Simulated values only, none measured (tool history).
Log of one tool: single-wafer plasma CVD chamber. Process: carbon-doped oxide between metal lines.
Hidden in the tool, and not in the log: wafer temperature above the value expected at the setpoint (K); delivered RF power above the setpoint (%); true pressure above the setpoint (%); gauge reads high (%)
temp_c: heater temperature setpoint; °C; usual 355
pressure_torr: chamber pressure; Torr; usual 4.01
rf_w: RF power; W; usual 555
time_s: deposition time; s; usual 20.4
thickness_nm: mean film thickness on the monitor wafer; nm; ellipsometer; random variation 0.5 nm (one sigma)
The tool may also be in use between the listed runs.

run    hour  temp_c  pressure_torr  rf_w  time_s  wafers since the last listed run  hours since the last thermocouple change  hours since the last RF generator calibration  hours since the last manometer calibration  hours since the showerhead was replaced  hours since the gauge calibration  read-back reference wafer on the same gauge, thickness_nm  thickness_nm
  1     0.0     355           4.01   555    20.4                                 0                                    1432.2                                         1016.2                                       727.8                                   5283.7                              679.1                                                     95.936       105.976
  2   101.3     346           3.43   555    20.4                              3886                                    1533.5                                         1117.5                                       829.1                                   5385.0                              780.4                                                     96.027       106.400
  3   195.5     346           3.43   555    20.4                              3614                                    1627.7                                         1211.7                                       923.3                                   5479.2                              874.6                                                     96.175       106.331
  4   241.4     355           4.01   555    20.4                              1761                                    1673.6                                         1257.6                                       969.2                                   5525.1                              920.5                                                     96.118       105.364
  5   285.0     355           4.01   555    20.4                              1672                                    1717.2                                         1301.2                                      1012.8                                   5568.7                              964.1                                                     95.978       104.848
  6   357.1     355           4.01   555    20.4                              2766                                    1789.3                                         1373.3                                      1084.9                                   5640.8                             1036.2                                                     95.994       105.367
  7   403.1     355           4.40   520    20.4                              1764                                    1835.3                                         1419.3                                      1130.9                                   5686.8                             1082.2                                                     95.882       101.693
  8   452.6     355           4.40   520    20.4                              1899                                    1884.8                                         1468.8                                      1180.4                                   5736.3                             1131.7                                                     96.151       101.389
  9   524.1     355           4.40   520    20.4                              2743                                    1956.3                                         1540.3                                      1251.9                                   5807.8                             1203.2                                                     95.993       100.819
 10   584.9     355           3.72   555    20.4                              2332                                    2017.1                                         1601.1                                      1312.7                                   5868.6                             1264.0                                                     95.891       104.670
      771.3  -- capacitance manometer re-zeroed and calibrated
 11   846.6     355           3.72   555    20.4                              9734                                    2278.8                                         1862.8                                        75.3                                   6130.3                             1525.7                                                     95.968       104.614
      913.5  -- RF generator calibrated
 12   926.4     355           3.72   555    20.4                              2754                                    2358.6                                           12.9                                       155.1                                   6210.1                             1605.5                                                     96.006       109.747
 13   971.4     355           4.01   555    20.4                              1726                                    2403.6                                           57.9                                       200.1                                   6255.1                             1650.5                                                     96.020       109.321
     1031.3  -- thermocouple changed; heater temperature recalibrated
 14  1064.0     363           4.01   525    20.4                              3246                                      32.7                                          150.5                                       292.7                                   6347.7                             1743.1                                                     96.225       103.014
 15  1168.5     366           4.01   555    20.4                              4009                                     137.2                                          255.0                                       397.2                                   6452.2                             1847.6                                                     96.273       105.060
 16  1219.8     355           4.01   555    20.4                              1968                                     188.5                                          306.3                                       448.5                                   6503.5                             1898.9                                                     95.940       107.279
     1255.8  -- showerhead replaced, of another model than before
 17  1283.5     355           4.62   620    20.4                              2137                                     252.2                                          370.0                                       512.2                                     27.7                             1962.6                                                     95.849       119.976
     1284.5  -- gauge calibrated
 18  1335.7     346           4.49   510    22.0                              2002                                     304.4                                          422.2                                       564.4                                     79.9                               51.2                                                     95.948       108.570
 19  1424.2     355           3.72   555    20.4                              3395                                     392.9                                          510.7                                       652.9                                    168.4                              139.7                                                     95.860       104.587
 20  1461.9     355           4.01   655    24.3                              1446                                     430.6                                          548.4                                       690.6                                    206.1                              177.4                                                     95.871       144.947
 21  1562.1     355           3.48   515    20.4                              3844                                     530.8                                          648.6                                       790.8                                    306.3                              277.6                                                     96.020        96.577
 22  1603.1     347           4.01   555    20.4                              1573                                     571.8                                          689.6                                       831.8                                    347.3                              318.6                                                     95.839       107.264
 23  1656.5     355           4.01   655    24.3                              2048                                     625.2                                          743.0                                       885.2                                    400.7                              372.0                                                     96.039       144.638
 24  1758.4     355           4.01   555    20.4                              3909                                     727.1                                          844.9                                       987.1                                    502.6                              473.9                                                     96.024       103.970
 25  1822.9     355           4.01   660    20.4                              2474                                     791.6                                          909.4                                      1051.6                                    567.1                              538.4                                                     95.987       122.350
 26  1930.2     346           4.49   510    22.0                              4116                                     898.9                                         1016.7                                      1158.9                                    674.4                              645.7                                                     96.060       106.061
 27  1994.6     355           4.39   490    17.7                              2470                                     963.3                                         1081.1                                      1223.3                                    738.8                              710.1                                                     95.997        78.840

3 ways to go on from here, each from the tool as it stands after run 27. What would each give?
  A  1995.0     355           3.49   555    20.4                                15                                     963.7                                         1081.5                                      1223.7                                    739.2                              710.5                                                          ?             ?
  B  1995.0     344           4.01   450    20.4                                15                                     963.7                                         1081.5                                      1223.7                                    739.2                              710.5                                                          ?             ?
  C  1995.0     343           4.01   620    20.4                                15                                     963.7                                         1081.5                                      1223.7                                    739.2                              710.5                                                          ?             ?

run  read-back reference wafer on the same gauge, thickness_nm  thickness_nm
  A                                                     95.980       102.579
  B                                                     95.980        82.560
  C                                                     95.980       118.499
Without the tool's hidden state the same runs would have given:
run  thickness_nm
  A       109.252
  B        89.170
  C       125.995

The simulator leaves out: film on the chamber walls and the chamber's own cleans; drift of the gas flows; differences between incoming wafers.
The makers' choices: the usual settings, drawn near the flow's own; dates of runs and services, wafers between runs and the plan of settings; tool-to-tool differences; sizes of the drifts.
